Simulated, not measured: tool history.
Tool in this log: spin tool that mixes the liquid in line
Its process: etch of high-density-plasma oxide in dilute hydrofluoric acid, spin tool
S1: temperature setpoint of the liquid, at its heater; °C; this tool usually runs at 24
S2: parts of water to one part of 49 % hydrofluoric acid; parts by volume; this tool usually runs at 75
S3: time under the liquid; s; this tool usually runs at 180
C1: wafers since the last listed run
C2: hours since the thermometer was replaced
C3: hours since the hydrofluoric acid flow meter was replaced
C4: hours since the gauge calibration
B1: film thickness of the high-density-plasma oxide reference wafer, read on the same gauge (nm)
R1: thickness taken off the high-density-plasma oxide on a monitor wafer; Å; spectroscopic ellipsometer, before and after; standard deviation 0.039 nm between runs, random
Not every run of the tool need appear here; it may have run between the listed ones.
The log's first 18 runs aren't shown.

{"run": 19, "hour": 955.8, "S1": 28, "S2": 45, "S3": 215, "C1": 606, "C2": 197.3, "C3": 880.6, "C4": 369.3, "B1": 60, "R1": 310.2}
{"run": 20, "hour": 1014.2, "S1": 20.5, "S2": 75, "S3": 180, "C1": 500, "C2": 255.7, "C3": 939, "C4": 427.7, "B1": 59.98, "R1": 110.1}
{"run": 21, "hour": 1077.0, "S1": 24, "S2": 110, "S3": 180, "C1": 538, "C2": 318.5, "C3": 1001.8, "C4": 490.5, "B1": 60.02, "R1": 82.8}
{"run": 22, "hour": 1144.7, "S1": 21.5, "S2": 90, "S3": 180, "C1": 580, "C2": 386.2, "C3": 1069.5, "C4": 558.2, "B1": 59.97, "R1": 94.2}
{"hour": 1161.3, "done": "hydrofluoric acid flow meter replaced"}
{"run": 23, "hour": 1178.6, "S1": 28, "S2": 75, "S3": 90, "C1": 281, "C2": 420.1, "C3": 17.3, "C4": 592.1, "B1": 59.98, "R1": 74.8}
{"run": 24, "hour": 1214.2, "S1": 27, "S2": 35, "S3": 150, "C1": 305, "C2": 455.7, "C3": 52.9, "C4": 627.7, "B1": 60, "R1": 271.6}
{"run": 25, "hour": 1271.5, "S1": 24, "S2": 60, "S3": 100, "C1": 490, "C2": 513, "C3": 110.2, "C4": 685, "B1": 60.01, "R1": 90.6}
{"run": 26, "hour": 1409.7, "S1": 24, "S2": 75, "S3": 180, "C1": 1184, "C2": 651.2, "C3": 248.4, "C4": 823.2, "B1": 60, "R1": 127.7}
{"run": 27, "hour": 1514.6, "S1": 21, "S2": 100, "S3": 250, "C1": 898, "C2": 756.1, "C3": 353.3, "C4": 928.1, "B1": 60.01, "R1": 113.6}
{"run": 28, "hour": 1561.5, "S1": 27, "S2": 75, "S3": 270, "C1": 401, "C2": 803, "C3": 400.2, "C4": 975, "B1": 59.98, "R1": 216.3}
{"run": 29, "hour": 1627.2, "S1": 28.5, "S2": 60, "S3": 265, "C1": 562, "C2": 868.7, "C3": 465.9, "C4": 1040.7, "B1": 59.99, "R1": 286.8}
{"run": 30, "hour": 1659.8, "S1": 28, "S2": 45, "S3": 215, "C1": 279, "C2": 901.3, "C3": 498.5, "C4": 1073.3, "B1": 60.02, "R1": 309.9}
{"run": 31, "hour": 1697.1, "S1": 19.5, "S2": 75, "S3": 215, "C1": 319, "C2": 938.6, "C3": 535.8, "C4": 1110.6, "B1": 60.01, "R1": 126.6}
{"run": 32, "hour": 1743.2, "S1": 24, "S2": 75, "S3": 180, "C1": 395, "C2": 984.7, "C3": 581.9, "C4": 1156.7, "B1": 60.02, "R1": 128.3}

Each row is a separate what-if for the run after 32, all from the same tool condition, not one after another. Results?
{"run": "A", "hour": 1743.7, "S1": 29, "S2": 75, "S3": 180, "C1": 4, "C2": 985.2, "C3": 582.4, "C4": 1157.2, "B1": "?", "R1": "?"}
{"run": "B", "hour": 1743.7, "S1": 21.5, "S2": 110, "S3": 210, "C1": 4, "C2": 985.2, "C3": 582.4, "C4": 1157.2, "B1": "?", "R1": "?"}
{"run": "C", "hour": 1743.7, "S1": 24, "S2": 75, "S3": 265, "C1": 4, "C2": 985.2, "C3": 582.4, "C4": 1157.2, "B1": "?", "R1": "?"}
{"run": "D", "hour": 1743.7, "S1": 26, "S2": 75, "S3": 180, "C1": 4, "C2": 985.2, "C3": 582.4, "C4": 1157.2, "B1": "?", "R1": "?"}

run=A B1=59.99 R1=155.8
run=B B1=59.99 R1=88.2
run=C B1=59.99 R1=188.3
run=D B1=59.99 R1=138.5
Without the tool's hidden state the same runs would have given:
run=A R1=155.8
run=B R1=88.2
run=C R1=188.3
run=D R1=138.5

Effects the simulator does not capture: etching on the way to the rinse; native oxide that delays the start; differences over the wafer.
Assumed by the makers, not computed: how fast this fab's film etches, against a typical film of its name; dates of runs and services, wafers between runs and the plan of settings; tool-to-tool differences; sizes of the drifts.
